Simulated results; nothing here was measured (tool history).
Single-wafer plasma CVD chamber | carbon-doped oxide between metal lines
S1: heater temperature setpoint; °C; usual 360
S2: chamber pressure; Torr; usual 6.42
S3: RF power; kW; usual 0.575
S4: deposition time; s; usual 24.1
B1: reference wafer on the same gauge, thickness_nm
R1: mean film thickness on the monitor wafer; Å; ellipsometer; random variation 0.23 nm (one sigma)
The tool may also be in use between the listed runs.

run,day,S1,S2,S3,S4,B1,R1
1,0.000,348,6.42,0.575,24.1,160.973,1297.74
2,0.488,348,6.42,0.575,24.1,160.986,1298.97
3,0.825,367,6.42,0.575,24.1,161.065,1224.19
4,1.400,367,6.42,0.575,24.1,160.938,1224.62
5,1.846,367,6.42,0.575,24.1,160.951,1227.18
6,2.533,360,6.42,0.575,25.1,161.008,1300.84
7,3.029,360,6.42,0.575,25.1,161.031,1296.69
# day 3.596: thermocouple changed; heater temperature recalibrated
8,3.617,360,6.42,0.575,25.1,160.865,1301.78
9,3.738,366,6.42,0.575,24.1,161.021,1232.63
# day 4.279: gauge calibrated
10,4.317,360,6.42,0.470,28.3,161.030,1218.75
# day 4.800: showerhead replaced
# day 5.258: capacitance manometer re-zeroed and calibrated
# day 5.475: RF generator calibrated
11,5.496,366,5.60,0.530,24.1,161.011,1203.49
12,5.596,360,6.42,0.575,24.1,160.909,1336.64
13,7.246,360,7.08,0.670,20.8,160.916,1301.33
14,7.512,349,7.57,0.645,24.1,160.984,1525.24
15,8.179,360,6.42,0.540,24.1,160.991,1262.59
16,8.475,360,6.42,0.575,24.1,161.011,1322.97
17,9.200,360,6.42,0.575,25.4,160.946,1392.17

5 ways to go on from here, each from the tool as it stands after run 17. What would each give?
A,9.217,360,6.01,0.575,24.1,?,?
B,9.217,360,5.33,0.655,24.1,?,?
C,9.217,375,6.83,0.475,21.4,?,?
D,9.217,375,5.30,0.575,24.1,?,?
E,9.217,350,6.42,0.575,20.5,?,?

run,B1,R1
A,161.073,1309.56
B,161.073,1407.77
C,161.073,970.61
D,161.073,1224.62
E,161.073,1164.60
Without the tool's hidden state the same runs would have given:
run,R1
A,1334.81
B,1434.34
C,993.34
D,1248.23
E,1187.06

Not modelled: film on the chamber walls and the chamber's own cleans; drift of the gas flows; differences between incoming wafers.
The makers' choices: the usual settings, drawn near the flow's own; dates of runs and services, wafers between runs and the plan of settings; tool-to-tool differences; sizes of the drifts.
